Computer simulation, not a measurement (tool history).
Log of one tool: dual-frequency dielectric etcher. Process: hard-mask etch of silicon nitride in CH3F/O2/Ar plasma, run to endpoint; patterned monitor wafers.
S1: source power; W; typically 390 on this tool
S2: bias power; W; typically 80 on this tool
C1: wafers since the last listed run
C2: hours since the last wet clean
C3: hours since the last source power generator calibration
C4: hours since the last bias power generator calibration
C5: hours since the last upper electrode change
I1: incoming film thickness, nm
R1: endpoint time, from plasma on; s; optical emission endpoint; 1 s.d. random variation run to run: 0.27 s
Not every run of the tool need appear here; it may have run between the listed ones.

run,hour,S1,S2,C1,C2,C3,C4,C5,I1,R1
1,0.0,310,80,0,660.8,2027.4,3711.9,5153.4,39.34,62.5
# hour 50.3: wet clean of the chamber
# hour 65.1: upper electrode replaced
2,65.6,390,80,274,15.3,2093.0,3777.5,0.5,39.44,61.7
3,103.0,390,80,384,52.7,2130.4,3814.9,37.9,39.42,60.8
# hour 135.7: source power generator calibrated
4,136.2,390,80,299,85.9,0.5,3848.1,71.1,39.54,61.0
5,148.7,390,80,128,98.4,13.0,3860.6,83.6,39.13,60.0
6,166.7,390,80,184,116.4,31.0,3878.6,101.6,39.31,60.2
7,185.7,390,80,195,135.4,50.0,3897.6,120.6,38.93,59.6
8,208.5,390,80,234,158.2,72.8,3920.4,143.4,39.58,61.2
9,225.3,390,73,172,175.0,89.6,3937.2,160.2,39.32,62.9
10,251.1,390,73,265,200.8,115.4,3963.0,186.0,39.39,62.9
11,275.7,490,80,252,225.4,140.0,3987.6,210.6,38.89,55.2
12,309.9,390,80,351,259.6,174.2,4021.8,244.8,39.60,59.9
13,325.1,390,80,156,274.8,189.4,4037.0,260.0,39.35,59.3
14,345.6,480,80,210,295.3,209.9,4057.5,280.5,38.93,54.8
15,358.3,490,96,130,308.0,222.6,4070.2,293.2,39.35,50.3
16,372.4,350,92,144,322.1,236.7,4084.3,307.3,39.10,56.7
# hour 377.7: bias power generator calibrated
17,397.5,390,80,216,347.2,261.8,19.8,332.4,39.17,59.2
18,419.6,340,87,226,369.3,283.9,41.9,354.5,39.41,59.3
19,453.5,390,73,348,403.2,317.8,75.8,388.4,39.37,61.9
20,474.0,330,73,210,423.7,338.3,96.3,408.9,39.29,65.4
21,504.0,390,91,308,453.7,368.3,126.3,438.9,39.16,54.7
22,536.8,390,73,336,486.5,401.1,159.1,471.7,39.30,61.6
23,549.5,390,80,130,499.2,413.8,171.8,484.4,39.13,58.0
24,563.4,320,63,142,513.1,427.7,185.7,498.3,39.64,72.7
25,582.4,360,80,195,532.1,446.7,204.7,517.3,39.39,59.9
# hour 631.3: wet clean of the chamber
26,631.8,390,80,260,0.5,496.1,254.1,566.7,39.21,59.9
27,673.6,390,80,429,42.3,537.9,295.9,608.5,39.13,60.1
28,707.6,300,65,349,76.3,571.9,329.9,642.5,39.19,73.4
29,735.3,440,86,284,104.0,599.6,357.6,670.2,39.19,55.2
30,767.3,390,80,328,136.0,631.6,389.6,702.2,39.45,59.8
31,781.5,390,99,145,150.2,645.8,403.8,716.4,39.07,53.2
32,868.7,320,80,895,237.4,733.0,491.0,803.6,39.14,63.2
33,885.8,310,66,175,254.5,750.1,508.1,820.7,39.75,72.0
34,908.2,460,88,230,276.9,772.5,530.5,843.1,39.67,53.9

Table of differences, measured result less the result of that run with no hidden state. Run-to-run variation is the same in both. Gauge scatter possibly is not:
Hidden state at play: etch rate over this chamber's usual, %; source power that arrives over what is set, %; bias power that arrives over what is set, %.
run,R1
1,-3.4
2,-0.1
3,-0.3
4,-0.4
5,-0.4
6,-0.6
7,-0.6
8,-0.7
9,-0.9
10,-1.0
11,-1.0
12,-1.3
13,-1.3
14,-1.3
15,-1.3
16,-1.5
17,-1.7
18,-1.8
19,-2.0
20,-2.3
21,-2.0
22,-2.4
23,-2.4
24,-3.1
25,-2.6
26,-0.5
27,-0.7
28,-1.0
29,-0.9
30,-1.1
31,-1.0
32,-1.7
33,-2.0
34,-1.6
